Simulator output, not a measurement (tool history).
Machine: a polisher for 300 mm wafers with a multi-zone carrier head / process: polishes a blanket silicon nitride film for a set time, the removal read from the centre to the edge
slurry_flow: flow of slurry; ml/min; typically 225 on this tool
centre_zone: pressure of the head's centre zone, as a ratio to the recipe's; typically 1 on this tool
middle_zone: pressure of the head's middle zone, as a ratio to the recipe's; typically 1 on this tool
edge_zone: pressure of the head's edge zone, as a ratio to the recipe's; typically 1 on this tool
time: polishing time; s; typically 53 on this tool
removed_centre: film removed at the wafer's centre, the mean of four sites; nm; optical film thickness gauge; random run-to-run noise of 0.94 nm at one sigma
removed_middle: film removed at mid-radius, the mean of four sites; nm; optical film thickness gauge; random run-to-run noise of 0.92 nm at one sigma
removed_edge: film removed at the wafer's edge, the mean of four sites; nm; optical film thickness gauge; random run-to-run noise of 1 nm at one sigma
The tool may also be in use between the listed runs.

run    hour  slurry_flow  centre_zone  middle_zone  edge_zone  time  wafers since the last listed run  wafers polished on this pad  hours since the slurry nozzle was cleaned  hours since the centre zone pressure was calibrated  hours since the edge zone pressure was calibrated  hours since the carrier head's membrane was replaced  incoming thickness of the incoming film, nm  removed_centre  removed_middle  removed_edge
  1       0          190            1            1       1.08    53                                 0                          269                                      119.1                                                  909                                              961.8                                                 734.7                                        530.1            69.3            67.2            68
  2    37.9          225            1            1          1    53                               509                          778                                        157                                                946.9                                              999.7                                                 772.6                                          541            71.6            69.8          68.9
  3   115.5          225         0.93            1          1    53                              1042                         1820                                      234.6                                               1024.5                                             1077.3                                                 850.2                                        540.3            67.2            69.6          69.5
  4   178.5          225            1         0.97          1    53                               846                         2666                                      297.6                                               1087.5                                             1140.3                                                 913.2                                        535.1            71.5            68.6          67.3
  5   282.7          225            1            1          1    53                              1399                         4066                                      401.8                                               1191.7                                             1244.5                                                1017.4                                        527.8            71.8              69          69.4
  6   377.4          225            1         0.95       0.95    41                              1272                         5338                                      496.5                                               1286.4                                             1339.2                                                1112.1                                        540.4            55.4            52.3          51.6
      395.2  -- edge zone pressure recalibrated
      395.9  -- centre zone pressure recalibrated
  7   435.2          225            1            1          1    53                               739                         6077                                      554.3                                                 39.3                                                 40                                                1169.9                                        530.6            72.5              70          68.6
  8   590.2          225            1            1       0.97    53                              2082                         8159                                      709.3                                                194.3                                                195                                                1324.9                                        546.9            72.5            70.3          69.1
  9   686.6          225         0.94            1          1    53                              1294                         9454                                      805.7                                                290.7                                              291.4                                                1421.3                                        543.9            67.4            70.6          69.6
      708.6  -- carrier head's membrane replaced by a new one
 10   740.7          225            1            1       0.97    53                               659                        10114                                      859.8                                                344.8                                              345.5                                                  32.1                                        536.2            69.8              70          67.1
      793.2  -- worn pad replaced by a new one
      819.3  -- slurry nozzle cleaned
 11   846.3          225            1            1          1    53                              1351                          699                                         27                                                450.4                                              451.1                                                 137.7                                        545.1            70.7            68.9          66.9
 12   897.4          225            1         0.95          1    53                               686                         1386                                       78.1                                                501.5                                              502.2                                                 188.8                                        542.7            70.6              66          67.9
 13   973.6          225         1.06         1.08          1    53                              1023                         2409                                      154.3                                                577.7                                              578.4                                                   265                                        538.3            75.2            75.2          68.6
 14  1019.3          225            1            1          1    53                               613                         3023                                        200                                                623.4                                              624.1                                                 310.7                                        536.1            72.4            69.2          68.8
 15  1107.9          225            1            1          1    47                              1190                         4213                                      288.6                                                  712                                              712.7                                                 399.3                                        528.7            62.8            62.5          60.7
 16  1182.6          225         1.03            1       0.96    53                              1003                         5216                                      363.3                                                786.7                                              787.4                                                   474                                        541.3            70.9            69.9          66.4
 17  1219.3          225            1         1.05          1    36                               492                         5709                                        400                                                823.4                                              824.1                                                 510.7                                        544.5            48.3            49.2          46.8
 18  1375.6          165            1         0.94       0.94    59                              2099                         7809                                      556.3                                                979.7                                              980.4                                                   667                                        535.1            73.7            70.4          72.1
 19  1445.8          225            1            1       0.95    46                               942                         8752                                      626.5                                               1049.9                                             1050.6                                                 737.2                                        543.8            62.5            58.8          58.5
 20  1485.6          270         1.11         1.05          1    53                               534                         9286                                      666.3                                               1089.7                                             1090.4                                                   777                                        541.4            80.9            73.3          72.5
 21  1557.8          225            1         0.93          1    53                               969                        10256                                      738.5                                               1161.9                                             1162.6                                                 849.2                                          535            72.3            66.2          69.7
       1560  -- slurry nozzle cleaned
     1567.9  -- centre zone pressure recalibrated
     1603.8  -- edge zone pressure recalibrated
 22  1643.1          225            1            1       1.11    53                              1078                        11335                                       83.1                                                 75.2                                               39.3                                                 934.5                                        539.7            70.7            68.9          72.1
     1683.8  -- worn pad replaced by a new one
 23  1715.5          225            1            1       0.89    53                               918                          425                                      155.5                                                147.6                                              111.7                                                1006.9                                        540.4            72.2            69.6          64.1

3 options for the next run, each taken on its own from the tool as it stands now. Forecast them:
  A  1715.9          225         1.06            1          1    53                                 5                          430                                      155.9                                                  148                                              112.1                                                1007.3                                        532.1               ?               ?             ?
  B  1715.9          225         1.08            1       1.11    47                                 5                          430                                      155.9                                                  148                                              112.1                                                1007.3                                        532.1               ?               ?             ?
  C  1715.9          225            1         0.89        1.1    53                                 5                          430                                      155.9                                                  148                                              112.1                                                1007.3                                        532.1               ?               ?             ?

run  removed_centre  removed_middle  removed_edge
  A            74.8            71.7          69.4
  B            67.5            63.5          64.8
  C              71              65          72.9
With the hidden condition removed and each run's random variation left untouched, the same runs would have given:
run  removed_centre  removed_middle  removed_edge
  A            74.8            71.7          69.4
  B            67.5            63.5          64.8
  C              71              65          72.9
